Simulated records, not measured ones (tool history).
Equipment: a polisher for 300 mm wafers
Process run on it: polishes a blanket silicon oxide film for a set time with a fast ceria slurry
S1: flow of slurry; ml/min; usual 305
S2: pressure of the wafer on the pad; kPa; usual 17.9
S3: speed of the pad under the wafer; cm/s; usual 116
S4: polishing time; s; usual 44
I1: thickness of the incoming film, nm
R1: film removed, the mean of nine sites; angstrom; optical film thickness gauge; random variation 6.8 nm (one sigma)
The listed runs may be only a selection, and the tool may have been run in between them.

run    hour   S1    S2   S3  S4      I1    R1
  1       0  305  17.9  116  44  2925.6  6294
  2    64.6  305  17.9  116  44  2951.3  6314
  3   159.2  305  17.9  116  44  2969.3  6208
      203.3  -- head pressure recalibrated
  4   228.7  305  17.9  116  44  2911.3  6042
  5   284.4  305  14.5  104  44  2913.5  4844
  6   349.4  305  14.5  104  44  2947.9  4811
      420.2  -- slurry nozzle cleaned
  7   422.6  305  17.9  116  44  2930.1  6500
  8   502.7  305  17.9  116  44    3001  6422
  9   569.2  305  17.9  116  44  2916.6  6267
 10   618.3  250  17.9  116  44  2926.2  6112
        677  -- worn pad replaced by a new one
 11   677.5  250  17.9  116  44  2931.5  6153
 12   775.7  305  17.9  116  44  2957.5  6075
 13   812.1  305  17.9  116  44  2971.5  6327
 14   903.8  305  17.9  116  44  2946.7  6138
 15   993.6  240  20.7   80  57  2909.1  6282
     1032.7  -- head pressure recalibrated
 16  1101.5  240  20.7   80  57  2891.2  6229
 17  1181.9  305  17.9  116  57  2957.9  8077
     1249.7  -- slurry nozzle cleaned
 18  1269.7  305  17.9  116  30  2954.6  4442
     1311.4  -- worn pad replaced by a new one
 19  1324.9  335  17.9  150  54  2959.6  9896
 20  1401.7  355  17.9   84  58  2953.9  6566
 21  1475.3  305  15.2  116  40  2929.2  5126
 22  1526.8  395  17.9  116  44  2938.8  6519
 23  1650.8  220  14.5  140  44    2928  5824
 24  1696.3  355  17.9   84  58  2968.4  6542
 25    1783  355  17.9  156  37  2911.1  6699
 26  1839.1  380  22.8  104  44  2920.7  6824
 27  1924.2  395    20  138  54  2962.9  9644
     1956.1  -- slurry nozzle cleaned
     1960.6  -- head pressure recalibrated
 28  2007.5  215  13.8   96  57  2989.5  5839
 29  2077.8  380  16.5  116  55  2936.4  7835
     2142.6  -- worn pad replaced by a new one
 30  2180.4  305  17.9  116  44  2930.4  6378
 31  2237.2  305  17.9  116  32    2917  4561
 32  2293.7  305  24.1  116  44  2957.3  7813
 33  2338.7  305  17.9  116  44  2938.7  6150
 34    2408  305  13.8  116  39    2955  4551
 35  2494.5  220  22.8  116  33  2963.7  5097
 36  2596.3  305  17.9  116  44  2939.4  6055
     2713.2  -- slurry nozzle cleaned
 37  2727.7  305  17.9  116  44  2941.7  6400

Forecast each of these 4 alternatives for the next run:
  A  2728.1  305  17.9  116  44  2933   ?
  B  2728.1  360  11.7  142  30  2933   ?
  C  2728.1  305  20.7  106  44  2933   ?
  D  2728.1  205  17.9  116  44  2933   ?

run    R1
  A  6551
  B  4067
  C  6750
  D  6227
Had the tool no hidden state, the same runs would have come out as:
run    R1
  A  6573
  B  4078
  C  6772
  D  6258
